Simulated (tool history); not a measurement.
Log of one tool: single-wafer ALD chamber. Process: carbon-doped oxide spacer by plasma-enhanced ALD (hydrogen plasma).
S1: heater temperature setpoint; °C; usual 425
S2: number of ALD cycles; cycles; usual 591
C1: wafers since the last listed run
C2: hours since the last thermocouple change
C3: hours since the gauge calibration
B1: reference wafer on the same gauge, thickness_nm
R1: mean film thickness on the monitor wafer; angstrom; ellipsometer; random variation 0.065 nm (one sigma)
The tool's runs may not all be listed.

run	day	S1	S2	C1	C2	C3	B1	R1
1	0	429	591	0	1463.6	147.3	21.402	257.66
2	1.462	429	591	15	1498.7	182.4	21.418	259.96
3	2.421	429	591	10	1521.7	205.4	21.454	260.4
4	3.808	425	591	14	1555	238.7	21.474	264.5
5	5.196	425	591	14	1588.3	272	21.48	263.34
6	5.971	425	504	8	1606.9	290.6	21.513	225.08
7	7.112	425	504	12	1634.3	318	21.552	225.28
8	8.517	425	591	14	1668	351.7	21.571	265.76
9	9.946	420	591	15	1702.3	386	21.628	271.16
# day 11.133: thermocouple changed; heater temperature recalibrated
10	11.425	425	591	12	7	421.5	21.631	265.37
# day 12.308: gauge calibrated
11	12.583	436	493	12	34.8	6.6	21.345	209.39
12	13.496	435	550	9	56.7	28.5	21.337	234.37
13	14.304	410	694	8	76.1	47.9	21.344	325.3
14	15.367	420	557	11	101.6	73.4	21.376	251.65
15	16.792	425	591	15	135.8	107.6	21.407	262.22

4 ways to go on from here, each from the tool as it stands after run 15. What would each give?
A	16.846	425	591	0	137.1	108.9	?	?
B	16.846	425	707	0	137.1	108.9	?	?
C	16.846	425	560	0	137.1	108.9	?	?
D	16.846	431	627	0	137.1	108.9	?	?

run	B1	R1
A	21.416	262.85
B	21.416	314.44
C	21.416	249.06
D	21.416	272.67
Without the tool's hidden state the same runs would have given:
run	R1
A	261.58
B	312.92
C	247.86
D	271.35

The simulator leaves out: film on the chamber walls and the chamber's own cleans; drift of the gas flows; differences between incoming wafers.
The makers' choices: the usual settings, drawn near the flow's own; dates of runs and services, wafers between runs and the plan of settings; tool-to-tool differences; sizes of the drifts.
